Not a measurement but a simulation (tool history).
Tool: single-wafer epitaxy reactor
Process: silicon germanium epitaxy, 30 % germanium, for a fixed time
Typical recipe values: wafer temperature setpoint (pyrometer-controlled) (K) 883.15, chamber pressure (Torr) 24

run,day,wafer temperature setpoint (pyrometer-controlled) (K),chamber pressure (Torr),"read-back reference wafer on the same gauge, thickness_nm",mean film thickness on the monitor wafer (nm)
1,0,883.15,19.4,69.99,68.741
2,0.529,873.15,24,70.057,59.203
3,1.175,873.15,24,69.994,59.192
4,1.55,873.15,24,70.038,59.196
5,1.879,888.15,24,70.005,78.806
6,2.842,883.15,24,70.037,71.741
7,3.254,883.15,24,70.009,71.797
8,3.783,883.15,25.6,69.994,73.171
9,4.058,883.15,25.6,70,72.805
10,5.192,888.15,20,69.97,76.029
11,5.867,883.15,24,69.999,71.895
12,6.271,883.15,24,70.078,71.864
# day 6.612: pyrometer calibrated
# day 7.133: capacitance manometer re-zeroed and calibrated
13,7.154,883.15,24,70.012,77.382
14,7.271,876.15,24,70.008,67.762
15,7.658,876.15,24,70.042,67.798
16,8.088,876.15,24,70.006,67.594
17,8.462,883.15,20.5,70.003,74.521
18,9.188,883.15,20.5,69.998,74.481
19,9.771,878.15,22.5,70.027,68.76
# day 10.229: gauge calibrated
20,10.371,892.15,20.5,70.007,88.01
21,11.071,883.15,28.8,70.012,79.889
# day 11.542: showerhead replaced
22,11.575,883.15,21.4,69.992,74.85
23,11.967,889.15,22.1,70.005,84.222
24,12.496,883.15,24,70.006,76.518
25,12.85,877.15,19,69.964,64.748
26,13.412,883.15,24,70.052,76.205
27,14.012,877.15,24,69.997,67.911
28,14.275,890.15,27.2,69.954,89.452
29,14.6,871.15,24,70.056,60.427
30,15.329,871.15,24,70.005,60.357
31,15.733,883.15,26.1,70,77.43
32,16.379,871.15,28.2,69.991,62.485
33,16.679,883.15,18.3,69.975,71.924
34,17.075,883.15,24,69.958,75.636
35,18.433,883.15,24,70.061,75.716
36,18.725,895.15,22.1,69.997,92.861

Here are 3 independent what-if runs from the current tool condition. What would each one return?
A,18.742,883.15,20.1,?,?
B,18.742,871.15,21.5,?,?
C,18.742,888.15,20.8,?,?

run,"read-back reference wafer on the same gauge, thickness_nm",mean film thickness on the monitor wafer (nm)
A,70.037,72.952
B,70.037,58.7
C,70.037,80.735
Stripped of hidden state, with their random variation kept, the same runs would have yielded:
run,mean film thickness on the monitor wafer (nm)
A,74.02
B,59.574
C,81.909
